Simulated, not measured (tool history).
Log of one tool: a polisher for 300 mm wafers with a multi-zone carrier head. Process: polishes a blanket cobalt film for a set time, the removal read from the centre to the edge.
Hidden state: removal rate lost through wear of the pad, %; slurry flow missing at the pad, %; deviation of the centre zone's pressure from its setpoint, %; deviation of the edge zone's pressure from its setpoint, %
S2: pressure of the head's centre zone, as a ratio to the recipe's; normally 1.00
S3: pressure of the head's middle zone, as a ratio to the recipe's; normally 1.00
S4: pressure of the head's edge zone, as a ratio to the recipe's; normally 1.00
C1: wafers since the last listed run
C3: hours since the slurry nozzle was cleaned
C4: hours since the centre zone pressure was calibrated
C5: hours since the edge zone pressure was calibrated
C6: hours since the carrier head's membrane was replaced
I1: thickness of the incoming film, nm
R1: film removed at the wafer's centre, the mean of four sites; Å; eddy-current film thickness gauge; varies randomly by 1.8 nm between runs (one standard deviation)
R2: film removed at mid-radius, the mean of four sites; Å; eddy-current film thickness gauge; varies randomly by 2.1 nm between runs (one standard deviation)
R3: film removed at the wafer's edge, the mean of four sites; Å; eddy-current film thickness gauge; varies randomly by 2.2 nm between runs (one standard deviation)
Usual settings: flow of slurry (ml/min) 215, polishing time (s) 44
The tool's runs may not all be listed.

Run 1, hour 0.0: usual settings but flow of slurry (ml/min) 240, S3 0.91; C1 0; wafers polished on this pad 6524; C3 84.3; C4 963.0; C5 508.9; C6 224.1; I1 723.0. Result: R1 2016 Å, R2 1832 Å, R3 2034 Å.
At hour 2.9: centre zone pressure recalibrated.
At hour 62.2: worn pad replaced by a new one.
At hour 81.7: edge zone pressure recalibrated.
Run 2, hour 100.7: usual settings but flow of slurry (ml/min) 240, S3 0.91; C1 1093; wafers polished on this pad 430; C3 185.0; C4 97.8; C5 19.0; C6 324.8; I1 722.4. Result: R1 2131 Å, R2 1945 Å, R3 2149 Å.
Run 3, hour 196.3: usual settings; C1 1127; wafers polished on this pad 1557; C3 280.6; C4 193.4; C5 114.6; C6 420.4; I1 718.2. Result: R1 2045 Å, R2 2053 Å, R3 2100 Å.
Run 4, hour 275.0: usual settings but flow of slurry (ml/min) 250, S2 0.95; C1 928; wafers polished on this pad 2485; C3 359.3; C4 272.1; C5 193.3; C6 499.1; I1 727.5. Result: R1 1999 Å, R2 2074 Å, R3 2078 Å.
Run 5, hour 351.0: usual settings; C1 896; wafers polished on this pad 3381; C3 435.3; C4 348.1; C5 269.3; C6 575.1; I1 729.6. Result: R1 2005 Å, R2 1998 Å, R3 2034 Å.
Run 6, hour 410.2: usual settings but S2 0.90, S3 0.89, S4 0.92, polishing time (s) 33; C1 698; wafers polished on this pad 4079; C3 494.5; C4 407.3; C5 328.5; C6 634.3; I1 725.3. Result: R1 1356 Å, R2 1360 Å, R3 1439 Å.
At hour 442.9: carrier head's membrane replaced by a new one, of another model than before.
Run 7, hour 460.3: usual settings but S2 1.09, polishing time (s) 49; C1 531; wafers polished on this pad 4611; C3 544.6; C4 457.4; C5 378.6; C6 17.4; I1 734.2. Result: R1 2383 Å, R2 2225 Å, R3 2275 Å.
Run 8, hour 505.7: usual settings but flow of slurry (ml/min) 165; C1 535; wafers polished on this pad 5147; C3 590.0; C4 502.8; C5 424.0; C6 62.8; I1 719.9. Result: R1 1921 Å, R2 1908 Å, R3 1946 Å.
At hour 569.8: slurry nozzle cleaned.
At hour 606.7: edge zone pressure recalibrated.
At hour 707.3: worn pad replaced by a new one.
Run 9, hour 738.7: usual settings but S3 1.05, polishing time (s) 59; C1 2665; wafers polished on this pad 370; C3 168.9; C4 735.8; C5 132.0; C6 295.8; I1 728.2. Result: R1 2784 Å, R2 2909 Å, R3 2867 Å.
Run 10, hour 822.6: usual settings; C1 989; wafers polished on this pad 1360; C3 252.8; C4 819.7; C5 215.9; C6 379.7; I1 735.7. Result: R1 2053 Å, R2 2039 Å, R3 2057 Å.
Run 11, hour 873.5: usual settings but flow of slurry (ml/min) 240, S2 1.03; C1 600; wafers polished on this pad 1960; C3 303.7; C4 870.6; C5 266.8; C6 430.6; I1 728.2. Result: R1 2083 Å, R2 2073 Å, R3 2039 Å.
At hour 897.4: centre zone pressure recalibrated.
Run 12, hour 941.6: usual settings; C1 779; wafers polished on this pad 2740; C3 371.8; C4 44.2; C5 334.9; C6 498.7; I1 739.9. Result: R1 2003 Å, R2 2030 Å, R3 2033 Å.
Run 13, hour 1016.2: usual settings but S2 1.12, S3 1.05, S4 0.93, polishing time (s) 29; C1 879; wafers polished on this pad 3619; C3 446.4; C4 118.8; C5 409.5; C6 573.3; I1 727.3. Result: R1 1451 Å, R2 1348 Å, R3 1266 Å.
Run 14, hour 1079.5: usual settings but flow of slurry (ml/min) 260; C1 746; wafers polished on this pad 4366; C3 509.7; C4 182.1; C5 472.8; C6 636.6; I1 730.7. Result: R1 2078 Å, R2 2020 Å, R3 2000 Å.
At hour 1088.4: carrier head's membrane replaced by a new one.
Run 15, hour 1122.3: usual settings but flow of slurry (ml/min) 160, S2 0.97, S4 1.09, polishing time (s) 48; C1 445; wafers polished on this pad 4812; C3 552.5; C4 224.9; C5 515.6; C6 33.9; I1 741.3. Result: R1 1982 Å, R2 2032 Å, R3 2154 Å.
Run 16, hour 1213.2: usual settings but polishing time (s) 33; C1 1071; wafers polished on this pad 5884; C3 643.4; C4 315.8; C5 606.5; C6 124.8; I1 730.0. Result: R1 1490 Å, R2 1502 Å, R3 1472 Å.
At hour 1224.0: edge zone pressure recalibrated.
At hour 1238.2: slurry nozzle cleaned.
Run 17, hour 1358.6: usual settings but flow of slurry (ml/min) 245, S2 0.95, S4 0.93, polishing time (s) 57; C1 1679; wafers polished on this pad 7563; C3 120.4; C4 461.2; C5 134.6; C6 270.2; I1 732.3. Result: R1 2513 Å, R2 2578 Å, R3 2561 Å.
At hour 1381.4: worn pad replaced by a new one.
Run 18, hour 1404.5: usual settings but flow of slurry (ml/min) 160, S2 0.97, S4 1.09, polishing time (s) 48; C1 494; wafers polished on this pad 272; C3 166.3; C4 507.1; C5 180.5; C6 316.1; I1 718.6. Result: R1 2130 Å, R2 2174 Å, R3 2298 Å.
Run 19, hour 1485.8: usual settings; C1 958; wafers polished on this pad 1230; C3 247.6; C4 588.4; C5 261.8; C6 397.4; I1 721.6. Result: R1 2049 Å, R2 2030 Å, R3 2032 Å.
Run 20, hour 1577.4: usual settings but S3 0.95; C1 1080; wafers polished on this pad 2311; C3 339.2; C4 680.0; C5 353.4; C6 489.0; I1 731.1. Result: R1 2010 Å, R2 1934 Å, R3 1989 Å.
At hour 1644.9: carrier head's membrane replaced by a new one.
Run 21, hour 1684.0: usual settings but S2 0.89, S4 0.91; C1 1198; wafers polished on this pad 3509; C3 445.8; C4 786.6; C5 460.0; C6 39.1; I1 731.7. Result: R1 1846 Å, R2 1964 Å, R3 1969 Å.
Run 22, hour 1728.3: usual settings but flow of slurry (ml/min) 155, S2 0.91, polishing time (s) 51; C1 522; wafers polished on this pad 4031; C3 490.1; C4 830.9; C5 504.3; C6 83.4; I1 714.9. Result: R1 2051 Å, R2 2178 Å, R3 2250 Å.
At hour 1782.6: edge zone pressure recalibrated.
At hour 1832.7: slurry nozzle cleaned.
Run 23, hour 1833.2: usual settings but flow of slurry (ml/min) 265, S4 1.11, polishing time (s) 55; C1 1201; wafers polished on this pad 5233; C3 0.5; C4 935.8; C5 50.6; C6 188.3; I1 723.2. Result: R1 2528 Å, R2 2460 Å, R3 2629 Å.

Below, some changes in R1 between adjacent runs. For each, the amount present without the hidden state too (settings, incoming material, random variation) and the amount remaining for the hidden state with gauge scatter not shared by both compared results:
Run 1 -> 2: centre zone pressure recalibrated, worn pad replaced by a new one, edge zone pressure recalibrated. R1 +115 Å: hidden state +139, all else -24.
Run 6 -> 7: S2 0.90 -> 1.09, S3 0.89 -> 1.00, S4 0.92 -> 1.00, polishing time (s) 33 -> 49, carrier head's membrane replaced by a new one, of another model than before. R1 +1027 Å: hidden state -79, all else +1106.
Run 16 -> 17: flow of slurry (ml/min) 215 -> 245, S2 1.00 -> 0.95, S4 1.00 -> 0.93, polishing time (s) 33 -> 57, edge zone pressure recalibrated, slurry nozzle cleaned. R1 +1023 Å: hidden state -96, all else +1119.
Run 17 -> 18: flow of slurry (ml/min) 245 -> 160, S2 0.95 -> 0.97, S4 0.93 -> 1.09, polishing time (s) 57 -> 48, worn pad replaced by a new one. R1 -383 Å: hidden state +159, all else -542.
